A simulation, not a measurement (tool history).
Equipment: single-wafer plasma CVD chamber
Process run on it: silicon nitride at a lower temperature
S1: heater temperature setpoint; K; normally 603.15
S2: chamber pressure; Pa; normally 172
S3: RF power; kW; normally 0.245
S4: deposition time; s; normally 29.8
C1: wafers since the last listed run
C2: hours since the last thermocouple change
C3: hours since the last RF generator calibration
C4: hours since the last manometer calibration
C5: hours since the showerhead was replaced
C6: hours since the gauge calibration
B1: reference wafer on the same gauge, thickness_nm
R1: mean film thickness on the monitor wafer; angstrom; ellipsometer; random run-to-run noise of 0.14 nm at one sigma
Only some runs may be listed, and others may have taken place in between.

Run 1, hour 0: usual settings; C1 0; C2 1121.4; C3 625.8; C4 505.4; C5 3538.1; C6 843.8; B1 26.094. Result: R1 306.05 angstrom.
Run 2, hour 70.4: usual settings; C1 1774; C2 1191.8; C3 696.2; C4 575.8; C5 3608.5; C6 914.2; B1 26.115. Result: R1 304.62 angstrom.
Run 3, hour 139.5: usual settings but S3 0.265 kW; C1 1741; C2 1260.9; C3 765.3; C4 644.9; C5 3677.6; C6 983.3; B1 26.094. Result: R1 324.87 angstrom.
Run 4, hour 223.4: usual settings but S3 0.265 kW; C1 2114; C2 1344.8; C3 849.2; C4 728.8; C5 3761.5; C6 1067.2; B1 26.086. Result: R1 321.51 angstrom.
Run 5, hour 270.6: usual settings but S3 0.265 kW; C1 1189; C2 1392; C3 896.4; C4 776; C5 3808.7; C6 1114.4; B1 26.105. Result: R1 319.7 angstrom.
Run 6, hour 315.7: usual settings; C1 1136; C2 1437.1; C3 941.5; C4 821.1; C5 3853.8; C6 1159.5; B1 26.107. Result: R1 301.53 angstrom.
At hour 331.2: RF generator calibrated.
At hour 413.8: capacitance manometer re-zeroed and calibrated.
Run 7, hour 414.3: usual settings; C1 2081; C2 1535.7; C3 83.1; C4 0.5; C5 3952.4; C6 1258.1; B1 26.106. Result: R1 313.44 angstrom.
At hour 488.1: showerhead replaced, of another model than before.
Run 8, hour 496.5: usual settings; C1 1870; C2 1617.9; C3 165.3; C4 82.7; C5 8.4; C6 1340.3; B1 26.095. Result: R1 312.68 angstrom.
Run 9, hour 598.3: usual settings; C1 2565; C2 1719.7; C3 267.1; C4 184.5; C5 110.2; C6 1442.1; B1 26.102. Result: R1 314.82 angstrom.
At hour 624.3: thermocouple changed; heater temperature recalibrated.
Run 10, hour 684.7: usual settings but S2 156 Pa; C1 1976; C2 60.4; C3 353.5; C4 270.9; C5 196.6; C6 1528.5; B1 26.116. Result: R1 298.07 angstrom.
Run 11, hour 722.7: usual settings but S3 0.205 kW; C1 957; C2 98.4; C3 391.5; C4 308.9; C5 234.6; C6 1566.5; B1 26.086. Result: R1 291.83 angstrom.
Run 12, hour 780.7: usual settings; C1 1461; C2 156.4; C3 449.5; C4 366.9; C5 292.6; C6 1624.5; B1 26.082. Result: R1 312.46 angstrom.
Run 13, hour 844.4: usual settings but S1 609.15 K, S3 0.27 kW; C1 1605; C2 220.1; C3 513.2; C4 430.6; C5 356.3; C6 1688.2; B1 26.078. Result: R1 323.92 angstrom.
Run 14, hour 938: usual settings but S1 593.15 K, S2 149 Pa, S3 0.29 kW; C1 2359; C2 313.7; C3 606.8; C4 524.2; C5 449.9; C6 1781.8; B1 26.097. Result: R1 312.16 angstrom.
At hour 962.7: gauge calibrated.
Run 15, hour 1032.1: usual settings but S1 615.15 K, S2 203 Pa; C1 2371; C2 407.8; C3 700.9; C4 618.3; C5 544; C6 69.4; B1 26.074. Result: R1 330.62 angstrom.
Run 16, hour 1110.9: usual settings but S1 617.15 K, S2 212 Pa, S4 31.9 s; C1 1986; C2 486.6; C3 779.7; C4 697.1; C5 622.8; C6 148.2; B1 26.097. Result: R1 358.56 angstrom.
Run 17, hour 1148.1: usual settings but S1 615.15 K, S2 203 Pa; C1 937; C2 523.8; C3 816.9; C4 734.3; C5 660; C6 185.4; B1 26.079. Result: R1 332.22 angstrom.
Run 18, hour 1226: usual settings; C1 1963; C2 601.7; C3 894.8; C4 812.2; C5 737.9; C6 263.3; B1 26.106. Result: R1 309.84 angstrom.
Run 19, hour 1276.9: usual settings but S4 28.3 s; C1 1282; C2 652.6; C3 945.7; C4 863.1; C5 788.8; C6 314.2; B1 26.074. Result: R1 294.4 angstrom.
At hour 1317.8: capacitance manometer re-zeroed and calibrated.
Run 20, hour 1367: usual settings but S1 588.15 K, S2 145 Pa; C1 2069; C2 742.7; C3 1035.8; C4 49.2; C5 878.9; C6 404.3; B1 26.104. Result: R1 284.53 angstrom.
Run 21, hour 1434.7: usual settings; C1 1706; C2 810.4; C3 1103.5; C4 116.9; C5 946.6; C6 472; B1 26.096. Result: R1 309.83 angstrom.
At hour 1448.1: RF generator calibrated.
Run 22, hour 1507.3: usual settings but S2 197 Pa; C1 1628; C2 883; C3 59.2; C4 189.5; C5 1019.2; C6 544.6; B1 26.066. Result: R1 336.53 angstrom.
Run 23, hour 1593.6: usual settings but S1 596.15 K, S2 207 Pa, S3 0.26 kW; C1 2175; C2 969.3; C3 145.5; C4 275.8; C5 1105.5; C6 630.9; B1 26.094. Result: R1 351.85 angstrom.
Run 24, hour 1636.4: usual settings but S3 0.265 kW; C1 1078; C2 1012.1; C3 188.3; C4 318.6; C5 1148.3; C6 673.7; B1 26.117. Result: R1 325.18 angstrom.
Run 25, hour 1690.8: usual settings; C1 1371; C2 1066.5; C3 242.7; C4 373; C5 1202.7; C6 728.1; B1 26.096. Result: R1 314.98 angstrom.
Run 26, hour 1785.6: usual settings; C1 2389; C2 1161.3; C3 337.5; C4 467.8; C5 1297.5; C6 822.9; B1 26.06. Result: R1 315 angstrom.
Run 27, hour 1876.5: usual settings but S1 608.15 K, S3 0.26 kW; C1 2291; C2 1252.2; C3 428.4; C4 558.7; C5 1388.4; C6 913.8; B1 26.132. Result: R1 320.56 angstrom.

Entry by entry between the runs, the difference in hidden state between the last listed run before and the first listed run after:
Logged between run 6 and run 7: RF generator calibrated (hour 331.2); capacitance manometer re-zeroed and calibrated (hour 413.8)
  delivered RF power above the setpoint (%): -5.14 -> -0.589
  measured value less the no-hidden-state value, R1: -13.92 -> -1.58 angstrom
Logged between run 7 and run 8: showerhead replaced, of another model than before (hour 488.1)
  delivered RF power above the setpoint (%): -0.589 -> -0.927
  measured value less the no-hidden-state value, R1: -1.58 -> -1.23 angstrom
Logged between run 9 and run 10: thermocouple changed; heater temperature recalibrated (hour 624.3)
  delivered RF power above the setpoint (%): -1.35 -> -1.7
  measured value less the no-hidden-state value, R1: -1.81 -> -2.17 angstrom
Logged between run 14 and run 15: gauge calibrated (hour 962.7)
  delivered RF power above the setpoint (%): -2.74 -> -3.13
  measured value less the no-hidden-state value, R1: -3.69 -> -4.46 angstrom
Logged between run 19 and run 20: capacitance manometer re-zeroed and calibrated (hour 1317.8)
  delivered RF power above the setpoint (%): -4.13 -> -4.5
  measured value less the no-hidden-state value, R1: -5.27 -> -5.57 angstrom
Logged between run 21 and run 22: RF generator calibrated (hour 1448.1)
  delivered RF power above the setpoint (%): -4.78 -> -0.414
  measured value less the no-hidden-state value, R1: -6.45 -> -0.59 angstrom

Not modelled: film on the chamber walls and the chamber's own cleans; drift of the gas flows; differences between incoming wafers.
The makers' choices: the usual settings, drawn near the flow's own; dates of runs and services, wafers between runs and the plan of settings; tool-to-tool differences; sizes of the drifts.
